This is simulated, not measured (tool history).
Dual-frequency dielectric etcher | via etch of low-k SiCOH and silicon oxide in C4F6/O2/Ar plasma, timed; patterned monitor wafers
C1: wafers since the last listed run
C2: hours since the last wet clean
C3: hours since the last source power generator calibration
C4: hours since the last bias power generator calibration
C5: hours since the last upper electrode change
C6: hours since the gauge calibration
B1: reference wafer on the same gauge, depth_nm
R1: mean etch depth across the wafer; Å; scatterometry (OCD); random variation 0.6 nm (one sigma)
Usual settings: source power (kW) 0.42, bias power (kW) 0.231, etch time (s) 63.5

run 1 hour=0 | source_power_(kW)=0.34 bias_power_(kW)=0.231 etch_time_(s)=63.5 | C1=0 C2=0.5 C3=4475.1 C4=4853.5 C5=5622.7 C6=697.1 | B1=169.2 | R1=1935
run 2 hour=0.3 | source_power_(kW)=0.34 bias_power_(kW)=0.231 etch_time_(s)=63.5 | C1=2 C2=0.8 C3=4475.4 C4=4853.8 C5=5623 C6=697.4 | B1=169.1 | R1=1939
run 3 hour=15.7 | source_power_(kW)=0.34 bias_power_(kW)=0.231 etch_time_(s)=63.5 | C1=115 C2=16.2 C3=4490.8 C4=4869.2 C5=5638.4 C6=712.8 | B1=168.9 | R1=1929
-- hour=37.8 bias power generator calibrated
run 4 hour=44 | source_power_(kW)=0.39 bias_power_(kW)=0.231 etch_time_(s)=63.5 | C1=181 C2=44.5 C3=4519.1 C4=6.2 C5=5666.7 C6=741.1 | B1=169 | R1=2036
run 5 hour=61.6 | source_power_(kW)=0.42 bias_power_(kW)=0.231 etch_time_(s)=58 | C1=131 C2=62.1 C3=4536.7 C4=23.8 C5=5684.3 C6=758.7 | B1=169 | R1=1920
run 6 hour=93.4 | source_power_(kW)=0.42 bias_power_(kW)=0.231 etch_time_(s)=58 | C1=238 C2=93.9 C3=4568.5 C4=55.6 C5=5716.1 C6=790.5 | B1=169 | R1=1906
run 7 hour=119.7 | source_power_(kW)=0.42 bias_power_(kW)=0.231 etch_time_(s)=58 | C1=196 C2=120.2 C3=4594.8 C4=81.9 C5=5742.4 C6=816.8 | B1=168.9 | R1=1911
run 8 hour=148.8 | source_power_(kW)=0.42 bias_power_(kW)=0.231 etch_time_(s)=63.5 | C1=217 C2=149.3 C3=4623.9 C4=111 C5=5771.5 C6=845.9 | B1=169 | R1=2079
run 9 hour=167.5 | source_power_(kW)=0.42 bias_power_(kW)=0.231 etch_time_(s)=63.5 | C1=140 C2=168 C3=4642.6 C4=129.7 C5=5790.2 C6=864.6 | B1=169.1 | R1=2074
run 10 hour=188.6 | source_power_(kW)=0.48 bias_power_(kW)=0.182 etch_time_(s)=63.5 | C1=157 C2=189.1 C3=4663.7 C4=150.8 C5=5811.3 C6=885.7 | B1=168.8 | R1=2077
run 11 hour=221.5 | source_power_(kW)=0.46 bias_power_(kW)=0.231 etch_time_(s)=79 | C1=246 C2=222 C3=4696.6 C4=183.7 C5=5844.2 C6=918.6 | B1=169.1 | R1=2677
run 12 hour=243 | source_power_(kW)=0.49 bias_power_(kW)=0.263 etch_time_(s)=79 | C1=160 C2=243.5 C3=4718.1 C4=205.2 C5=5865.7 C6=940.1 | B1=169 | R1=2830
run 13 hour=267.9 | source_power_(kW)=0.46 bias_power_(kW)=0.179 etch_time_(s)=63.5 | C1=186 C2=268.4 C3=4743 C4=230.1 C5=5890.6 C6=965 | B1=169 | R1=2019
-- hour=292.3 gauge calibrated
-- hour=315.6 upper electrode replaced
run 14 hour=316.1 | source_power_(kW)=0.49 bias_power_(kW)=0.231 etch_time_(s)=63.5 | C1=181 C2=316.6 C3=4791.2 C4=278.3 C5=0.5 C6=23.8 | B1=169.1 | R1=2187
run 15 hour=352.2 | source_power_(kW)=0.39 bias_power_(kW)=0.25 etch_time_(s)=46 | C1=270 C2=352.7 C3=4827.3 C4=314.4 C5=36.6 C6=59.9 | B1=169.1 | R1=1468
-- hour=388.8 wet clean of the chamber
run 16 hour=389.3 | source_power_(kW)=0.42 bias_power_(kW)=0.231 etch_time_(s)=63.5 | C1=98 C2=0.5 C3=4864.4 C4=351.5 C5=73.7 C6=97 | B1=168.9 | R1=2093
run 17 hour=389.7 | source_power_(kW)=0.42 bias_power_(kW)=0.231 etch_time_(s)=63.5 | C1=2 C2=0.9 C3=4864.8 C4=351.9 C5=74.1 C6=97.4 | B1=169.1 | R1=2092
run 18 hour=417.2 | source_power_(kW)=0.47 bias_power_(kW)=0.2 etch_time_(s)=80 | C1=205 C2=28.4 C3=4892.3 C4=379.4 C5=101.6 C6=124.9 | B1=169.2 | R1=2673
run 19 hour=440.8 | source_power_(kW)=0.42 bias_power_(kW)=0.231 etch_time_(s)=48 | C1=176 C2=52 C3=4915.9 C4=403 C5=125.2 C6=148.5 | B1=168.9 | R1=1580
run 20 hour=454.2 | source_power_(kW)=0.42 bias_power_(kW)=0.231 etch_time_(s)=63.5 | C1=100 C2=65.4 C3=4929.3 C4=416.4 C5=138.6 C6=161.9 | B1=169.2 | R1=2089
run 21 hour=472.4 | source_power_(kW)=0.46 bias_power_(kW)=0.186 etch_time_(s)=80 | C1=136 C2=83.6 C3=4947.5 C4=434.6 C5=156.8 C6=180.1 | B1=169.1 | R1=2570
-- hour=496.4 source power generator calibrated
run 22 hour=504.2 | source_power_(kW)=0.42 bias_power_(kW)=0.231 etch_time_(s)=74 | C1=208 C2=115.4 C3=7.8 C4=466.4 C5=188.6 C6=211.9 | B1=169.2 | R1=2413
run 23 hour=526.2 | source_power_(kW)=0.42 bias_power_(kW)=0.231 etch_time_(s)=76 | C1=164 C2=137.4 C3=29.8 C4=488.4 C5=210.6 C6=233.9 | B1=169.1 | R1=2468
run 24 hour=544.7 | source_power_(kW)=0.42 bias_power_(kW)=0.231 etch_time_(s)=63.5 | C1=138 C2=155.9 C3=48.3 C4=506.9 C5=229.1 C6=252.4 | B1=169.1 | R1=2067
run 25 hour=566.5 | source_power_(kW)=0.42 bias_power_(kW)=0.231 etch_time_(s)=63.5 | C1=163 C2=177.7 C3=70.1 C4=528.7 C5=250.9 C6=274.2 | B1=169.1 | R1=2063
run 26 hour=589.1 | source_power_(kW)=0.42 bias_power_(kW)=0.192 etch_time_(s)=78 | C1=169 C2=200.3 C3=92.7 C4=551.3 C5=273.5 C6=296.8 | B1=168.8 | R1=2414
run 27 hour=610.4 | source_power_(kW)=0.51 bias_power_(kW)=0.267 etch_time_(s)=50 | C1=159 C2=221.6 C3=114 C4=572.6 C5=294.8 C6=318.1 | B1=168.9 | R1=1813
run 28 hour=637.5 | source_power_(kW)=0.49 bias_power_(kW)=0.186 etch_time_(s)=56.5 | C1=202 C2=248.7 C3=141.1 C4=599.7 C5=321.9 C6=345.2 | B1=169 | R1=1844
run 29 hour=659 | source_power_(kW)=0.42 bias_power_(kW)=0.205 etch_time_(s)=63.5 | C1=160 C2=270.2 C3=162.6 C4=621.2 C5=343.4 C6=366.7 | B1=168.8 | R1=1982
run 30 hour=721 | source_power_(kW)=0.51 bias_power_(kW)=0.212 etch_time_(s)=58.5 | C1=464 C2=332.2 C3=224.6 C4=683.2 C5=405.4 C6=428.7 | B1=168.9 | R1=1987

Forecast each of these 4 alternatives for the next run:
run A hour=721.4 | source_power_(kW)=0.45 bias_power_(kW)=0.231 etch_time_(s)=63.5 | C1=2 C2=332.6 C3=225 C4=683.6 C5=405.8 C6=429.1 | B1=? | R1=?
run B hour=721.4 | source_power_(kW)=0.45 bias_power_(kW)=0.289 etch_time_(s)=82 | C1=2 C2=332.6 C3=225 C4=683.6 C5=405.8 C6=429.1 | B1=? | R1=?
run C hour=721.4 | source_power_(kW)=0.38 bias_power_(kW)=0.255 etch_time_(s)=75.5 | C1=2 C2=332.6 C3=225 C4=683.6 C5=405.8 C6=429.1 | B1=? | R1=?
run D hour=721.4 | source_power_(kW)=0.33 bias_power_(kW)=0.231 etch_time_(s)=63.5 | C1=2 C2=332.6 C3=225 C4=683.6 C5=405.8 C6=429.1 | B1=? | R1=?

run=A B1=169 R1=2105
run=B B1=169 R1=2882
run=C B1=169 R1=2393
run=D B1=169 R1=1849
Without the tool's hidden state the same runs would have given:
run=A R1=2179
run=B R1=2983
run=C R1=2477
run=D R1=1914
